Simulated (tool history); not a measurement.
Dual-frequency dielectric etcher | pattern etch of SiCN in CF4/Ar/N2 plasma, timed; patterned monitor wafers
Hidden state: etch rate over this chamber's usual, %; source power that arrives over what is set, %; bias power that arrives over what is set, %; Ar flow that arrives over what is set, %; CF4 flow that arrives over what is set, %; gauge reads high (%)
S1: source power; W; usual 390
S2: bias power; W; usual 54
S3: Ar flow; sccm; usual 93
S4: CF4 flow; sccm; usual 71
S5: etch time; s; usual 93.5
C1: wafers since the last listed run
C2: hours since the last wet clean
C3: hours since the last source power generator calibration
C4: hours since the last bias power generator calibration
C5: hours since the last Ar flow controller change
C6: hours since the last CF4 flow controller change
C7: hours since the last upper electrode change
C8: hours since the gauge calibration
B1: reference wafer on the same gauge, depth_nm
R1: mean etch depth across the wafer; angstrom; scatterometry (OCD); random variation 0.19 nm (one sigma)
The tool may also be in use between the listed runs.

Run 1, hour 0: usual settings but S2 60 W; C1 0; C2 248.2; C3 3303.8; C4 1973.6; C5 4295.1; C6 5469.4; C7 4634.4; C8 471.2; B1 77.3. Result: R1 692 angstrom.
At hour 77.8: wet clean of the chamber.
Run 2, hour 78.3: usual settings but S1 340 W, S2 44 W; C1 481; C2 0.5; C3 3382.1; C4 2051.9; C5 4373.4; C6 5547.7; C7 4712.7; C8 549.5; B1 77.3. Result: R1 546 angstrom.
Run 3, hour 83.4: usual settings but S1 340 W, S2 44 W; C1 45; C2 5.6; C3 3387.2; C4 2057; C5 4378.5; C6 5552.8; C7 4717.8; C8 554.6; B1 77.3. Result: R1 549 angstrom.
Run 4, hour 215.8: usual settings but S2 59 W, S4 76 sccm; C1 1174; C2 138; C3 3519.6; C4 2189.4; C5 4510.9; C6 5685.2; C7 4850.2; C8 687; B1 77.3. Result: R1 678 angstrom.
Run 5, hour 256.7: usual settings but S2 59 W, S4 76 sccm; C1 362; C2 178.9; C3 3560.5; C4 2230.3; C5 4551.8; C6 5726.1; C7 4891.1; C8 727.9; B1 77.3. Result: R1 682 angstrom.
At hour 270.1: Ar flow controller replaced.
Run 6, hour 297.9: usual settings but S2 59 W, S4 76 sccm; C1 312; C2 220.1; C3 3601.7; C4 2271.5; C5 27.8; C6 5767.3; C7 4932.3; C8 769.1; B1 77.3. Result: R1 684 angstrom.
At hour 328.3: source power generator calibrated.
At hour 328.7: CF4 flow controller replaced.
At hour 339.7: gauge calibrated.
Run 7, hour 357.2: usual settings; C1 486; C2 279.4; C3 28.9; C4 2330.8; C5 87.1; C6 28.5; C7 4991.6; C8 17.5; B1 77.3. Result: R1 654 angstrom.
At hour 382.9: wet clean of the chamber.
At hour 406: upper electrode replaced, of another model than before.
Run 8, hour 408.3: usual settings; C1 35; C2 25.4; C3 80; C4 2381.9; C5 138.2; C6 79.6; C7 2.3; C8 68.6; B1 77.3. Result: R1 650 angstrom.
At hour 443.8: bias power generator calibrated.
Run 9, hour 477.7: usual settings but S1 340 W, S2 44 W; C1 580; C2 94.8; C3 149.4; C4 33.9; C5 207.6; C6 149; C7 71.7; C8 138; B1 77.3. Result: R1 547 angstrom.
Run 10, hour 545.1: usual settings but S1 310 W, S3 82 sccm, S4 78 sccm; C1 597; C2 162.2; C3 216.8; C4 101.3; C5 275; C6 216.4; C7 139.1; C8 205.4; B1 77.3. Result: R1 619 angstrom.
Run 11, hour 600.4: usual settings but S2 47 W, S4 63 sccm; C1 490; C2 217.5; C3 272.1; C4 156.6; C5 330.3; C6 271.7; C7 194.4; C8 260.7; B1 77.3. Result: R1 590 angstrom.
Run 12, hour 658.5: usual settings but S1 340 W; C1 515; C2 275.6; C3 330.2; C4 214.7; C5 388.4; C6 329.8; C7 252.5; C8 318.8; B1 77.4. Result: R1 624 angstrom.
At hour 709.7: wet clean of the chamber.
Run 13, hour 710.2: usual settings but S1 330 W, S2 63 W, S3 114 sccm, S5 71.5 s; C1 245; C2 0.5; C3 381.9; C4 266.4; C5 440.1; C6 381.5; C7 304.2; C8 370.5; B1 77.4. Result: R1 491 angstrom.
Run 14, hour 718.4: usual settings but S3 71 sccm, S5 73 s; C1 72; C2 8.7; C3 390.1; C4 274.6; C5 448.3; C6 389.7; C7 312.4; C8 378.7; B1 77.3. Result: R1 533 angstrom.
Run 15, hour 779: usual settings but S1 320 W; C1 537; C2 69.3; C3 450.7; C4 335.2; C5 508.9; C6 450.3; C7 373; C8 439.3; B1 77.2. Result: R1 608 angstrom.
Run 16, hour 845.8: usual settings but S1 340 W, S5 118.5 s; C1 592; C2 136.1; C3 517.5; C4 402; C5 575.7; C6 517.1; C7 439.8; C8 506.1; B1 77.3. Result: R1 784 angstrom.
Run 17, hour 871.9: usual settings but S1 360 W, S3 82 sccm, S4 77 sccm, S5 103 s; C1 231; C2 162.2; C3 543.6; C4 428.1; C5 601.8; C6 543.2; C7 465.9; C8 532.2; B1 77.3. Result: R1 723 angstrom.

What the log doesn't show, run by run:
source power that arrives over what is set, %: 0 in every run
bias power that arrives over what is set, %: 0 in every run
Ar flow that arrives over what is set, %: 0 in every run
CF4 flow that arrives over what is set, %: 0 in every run
gauge reads high (%): 0 in every run
H1: etch rate over this chamber's usual, %
run      H1
  1    1.31
  2   -0.22
  3   -0.19
  4   0.574
  5    0.81
  6    1.05
  7    1.39
  8  0.0828
  9   0.484
 10   0.873
 11    1.19
 12    1.53
 13   0.168
 14   0.215
 15   0.565
 16   0.951
 17     1.1
